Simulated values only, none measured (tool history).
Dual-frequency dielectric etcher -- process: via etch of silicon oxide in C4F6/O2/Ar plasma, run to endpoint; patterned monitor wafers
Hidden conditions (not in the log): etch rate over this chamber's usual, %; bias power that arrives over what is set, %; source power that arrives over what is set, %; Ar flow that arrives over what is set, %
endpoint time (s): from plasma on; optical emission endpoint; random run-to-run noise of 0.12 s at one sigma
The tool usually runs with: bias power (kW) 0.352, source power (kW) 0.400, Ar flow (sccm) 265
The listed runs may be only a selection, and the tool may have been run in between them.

run	hour	bias power (kW)	source power (kW)	Ar flow (sccm)	wafers since the last listed run	hours since the last wet clean	hours since the last bias power generator calibration	hours since the last source power generator calibration	hours since the last Ar flow controller change	hours since the last upper electrode change	incoming incoming film thickness, nm	endpoint time (s)
1	0.0	0.352	0.400	265	0	357.1	2912.9	2063.1	57.6	4415.1	142.2	36.0
2	26.4	0.352	0.400	265	219	383.5	2939.3	2089.5	84.0	4441.5	145.0	36.8
3	59.6	0.352	0.400	265	275	416.7	2972.5	2122.7	117.2	4474.7	145.6	37.0
4	102.2	0.323	0.400	285	353	459.3	3015.1	2165.3	159.8	4517.3	145.4	39.2
# hour 129.2: wet clean of the chamber
5	165.4	0.352	0.460	265	325	36.2	3078.3	2228.5	223.0	4580.5	144.7	34.5
6	213.0	0.352	0.460	265	395	83.8	3125.9	2276.1	270.6	4628.1	144.9	34.5
# hour 268.0: upper electrode replaced
7	269.3	0.352	0.460	265	268	140.1	3182.2	2332.4	326.9	1.3	143.4	34.5
8	327.4	0.352	0.400	265	482	198.2	3240.3	2390.5	385.0	59.4	145.4	37.1
9	394.6	0.418	0.400	265	557	265.4	3307.5	2457.7	452.2	126.6	145.6	33.9
10	452.9	0.310	0.340	208	483	323.7	3365.8	2516.0	510.5	184.9	144.1	41.9
11	522.4	0.352	0.400	265	576	393.2	3435.3	2585.5	580.0	254.4	144.3	37.0
12	550.7	0.318	0.400	265	234	421.5	3463.6	2613.8	608.3	282.7	144.1	39.2
13	616.3	0.433	0.460	265	544	487.1	3529.2	2679.4	673.9	348.3	144.1	30.9
# hour 643.5: source power generator calibrated
14	654.7	0.417	0.400	265	285	525.5	3567.6	11.2	712.3	386.7	143.7	31.9
15	682.5	0.431	0.430	222	230	553.3	3595.4	39.0	740.1	414.5	144.9	30.2
# hour 753.2: wet clean of the chamber
16	753.7	0.329	0.450	286	391	0.5	3666.6	110.2	811.3	485.7	145.4	35.1
17	821.9	0.352	0.350	299	566	68.7	3734.8	178.4	879.5	553.9	144.3	38.0
18	882.8	0.352	0.470	265	505	129.6	3795.7	239.3	940.4	614.8	145.0	32.7
19	946.9	0.352	0.400	265	531	193.7	3859.8	303.4	1004.5	678.9	143.1	34.9
# hour 1002.4: bias power generator calibrated
20	1016.4	0.421	0.400	230	543	263.2	14.0	372.9	1074.0	748.4	143.5	31.6
21	1059.6	0.421	0.460	299	358	306.4	57.2	416.1	1117.2	791.6	144.5	30.6
# hour 1075.9: source power generator calibrated, repeated, since the last time left the tool worse
22	1120.3	0.376	0.400	265	470	367.1	117.9	44.4	1177.9	852.3	144.4	34.9
23	1174.3	0.352	0.400	311	448	421.1	171.9	98.4	1231.9	906.3	144.0	36.7
24	1225.5	0.352	0.450	265	424	472.3	223.1	149.6	1283.1	957.5	144.0	34.2
25	1266.3	0.352	0.440	265	338	513.1	263.9	190.4	1323.9	998.3	145.6	34.8
# hour 1336.3: wet clean of the chamber
26	1336.8	0.352	0.400	265	385	0.5	334.4	260.9	1394.4	1068.8	144.3	36.0
27	1378.1	0.352	0.400	265	342	41.8	375.7	302.2	1435.7	1110.1	145.4	36.4
28	1402.9	0.398	0.430	206	205	66.6	400.5	327.0	1460.5	1134.9	143.7	31.6
29	1438.2	0.352	0.400	265	292	101.9	435.8	362.3	1495.8	1170.2	144.0	36.4

Forecast each of these 4 alternatives for the next run:
A	1438.6	0.352	0.400	265	3	102.3	436.2	362.7	1496.2	1170.6	142.4	?
B	1438.6	0.437	0.350	313	3	102.3	436.2	362.7	1496.2	1170.6	142.4	?
C	1438.6	0.395	0.400	265	3	102.3	436.2	362.7	1496.2	1170.6	142.4	?
D	1438.6	0.397	0.400	265	3	102.3	436.2	362.7	1496.2	1170.6	142.4	?

run	endpoint time (s)
A	35.8
B	34.8
C	33.7
D	33.6
What these runs would have given with no unlogged condition in the tool:
run	endpoint time (s)
A	35.8
B	34.8
C	33.7
D	33.6
